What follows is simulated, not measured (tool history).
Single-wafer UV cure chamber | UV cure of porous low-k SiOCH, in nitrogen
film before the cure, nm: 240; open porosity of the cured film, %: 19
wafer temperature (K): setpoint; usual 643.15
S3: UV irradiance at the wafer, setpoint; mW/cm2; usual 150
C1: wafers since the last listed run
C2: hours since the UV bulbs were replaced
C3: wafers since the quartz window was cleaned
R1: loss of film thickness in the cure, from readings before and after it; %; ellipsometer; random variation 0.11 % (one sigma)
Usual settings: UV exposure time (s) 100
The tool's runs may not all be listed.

run 1 hour=0 | wafer_temperature_(K)=643.15 UV_exposure_time_(s)=100 S3=150 | C1=0 C2=802 C3=3063 | R1=7.89
-- hour=50.1 quartz window cleaned
run 2 hour=79.3 | wafer_temperature_(K)=643.15 UV_exposure_time_(s)=100 S3=150 | C1=441 C2=881.3 C3=180 | R1=8.438
run 3 hour=136.5 | wafer_temperature_(K)=643.15 UV_exposure_time_(s)=100 S3=150 | C1=353 C2=938.5 C3=534 | R1=8.269
-- hour=195.2 UV bulbs replaced
run 4 hour=208.2 | wafer_temperature_(K)=643.15 UV_exposure_time_(s)=100 S3=150 | C1=394 C2=13 C3=928 | R1=9.078
run 5 hour=277.5 | wafer_temperature_(K)=643.15 UV_exposure_time_(s)=100 S3=150 | C1=428 C2=82.3 C3=1357 | R1=9.089
run 6 hour=333.7 | wafer_temperature_(K)=651.15 UV_exposure_time_(s)=100 S3=150 | C1=347 C2=138.5 C3=1705 | R1=8.912
run 7 hour=409.8 | wafer_temperature_(K)=643.15 UV_exposure_time_(s)=100 S3=150 | C1=470 C2=214.6 C3=2176 | R1=8.468
run 8 hour=516.6 | wafer_temperature_(K)=643.15 UV_exposure_time_(s)=100 S3=150 | C1=660 C2=321.4 C3=2837 | R1=8.01
-- hour=554.8 quartz window cleaned
run 9 hour=555.3 | wafer_temperature_(K)=643.15 UV_exposure_time_(s)=100 S3=150 | C1=189 C2=360.1 C3=2 | R1=8.485
run 10 hour=654.1 | wafer_temperature_(K)=643.15 UV_exposure_time_(s)=85 S3=160 | C1=611 C2=458.9 C3=614 | R1=8.112
run 11 hour=758.8 | wafer_temperature_(K)=643.15 UV_exposure_time_(s)=85 S3=160 | C1=647 C2=563.6 C3=1262 | R1=8.143
run 12 hour=803 | wafer_temperature_(K)=643.15 UV_exposure_time_(s)=85 S3=160 | C1=273 C2=607.8 C3=1535 | R1=7.992
run 13 hour=865.1 | wafer_temperature_(K)=643.15 UV_exposure_time_(s)=100 S3=121 | C1=384 C2=669.9 C3=1919 | R1=7.305
run 14 hour=912.9 | wafer_temperature_(K)=643.15 UV_exposure_time_(s)=100 S3=121 | C1=295 C2=717.7 C3=2215 | R1=7.508
run 15 hour=953.1 | wafer_temperature_(K)=643.15 UV_exposure_time_(s)=100 S3=121 | C1=248 C2=757.9 C3=2464 | R1=7.294
-- hour=1034.9 quartz window cleaned
run 16 hour=1046.2 | wafer_temperature_(K)=643.15 UV_exposure_time_(s)=100 S3=150 | C1=526 C2=851 C3=69 | R1=8.5
-- hour=1088.6 UV bulbs replaced
run 17 hour=1127.7 | wafer_temperature_(K)=643.15 UV_exposure_time_(s)=100 S3=150 | C1=454 C2=39.1 C3=524 | R1=9.273
run 18 hour=1225.2 | wafer_temperature_(K)=643.15 UV_exposure_time_(s)=100 S3=150 | C1=603 C2=136.6 C3=1128 | R1=8.686
run 19 hour=1283.4 | wafer_temperature_(K)=643.15 UV_exposure_time_(s)=100 S3=183 | C1=360 C2=194.8 C3=1488 | R1=9.754
run 20 hour=1369.6 | wafer_temperature_(K)=662.15 UV_exposure_time_(s)=120 S3=120 | C1=533 C2=281 C3=2021 | R1=8.617
run 21 hour=1456.1 | wafer_temperature_(K)=663.15 UV_exposure_time_(s)=80 S3=114 | C1=535 C2=367.5 C3=2556 | R1=6.516
run 22 hour=1519.9 | wafer_temperature_(K)=643.15 UV_exposure_time_(s)=100 S3=150 | C1=394 C2=431.3 C3=2951 | R1=8.071
run 23 hour=1600.6 | wafer_temperature_(K)=626.15 UV_exposure_time_(s)=130 S3=186 | C1=499 C2=512 C3=3451 | R1=9.392
-- hour=1635 quartz window cleaned
run 24 hour=1681.7 | wafer_temperature_(K)=650.15 UV_exposure_time_(s)=45 S3=129 | C1=452 C2=593.1 C3=289 | R1=5.058
run 25 hour=1726.4 | wafer_temperature_(K)=643.15 UV_exposure_time_(s)=140 S3=150 | C1=276 C2=637.8 C3=565 | R1=9.959
run 26 hour=1798.9 | wafer_temperature_(K)=623.15 UV_exposure_time_(s)=60 S3=190 | C1=448 C2=710.3 C3=1014 | R1=6.92
run 27 hour=1857 | wafer_temperature_(K)=643.15 UV_exposure_time_(s)=100 S3=150 | C1=359 C2=768.4 C3=1373 | R1=8.456
run 28 hour=1954.4 | wafer_temperature_(K)=643.15 UV_exposure_time_(s)=100 S3=179 | C1=602 C2=865.8 C3=1976 | R1=8.856
run 29 hour=2035.9 | wafer_temperature_(K)=643.15 UV_exposure_time_(s)=100 S3=150 | C1=504 C2=947.3 C3=2480 | R1=7.893
-- hour=2089.4 UV bulbs replaced
run 30 hour=2137.7 | wafer_temperature_(K)=653.15 UV_exposure_time_(s)=65 S3=168 | C1=580 C2=48.3 C3=3061 | R1=7.372

The next listed run, before its measurement:
-- hour=2150.5 quartz window cleaned
run 31 hour=2268.3 | wafer_temperature_(K)=643.15 UV_exposure_time_(s)=60 S3=136 | C1=758 C2=178.9 C3=728 | R1=?

Run 31 gave R1 6.391 %.
Without the tool's hidden state the same run would have given R1 6.881 %.
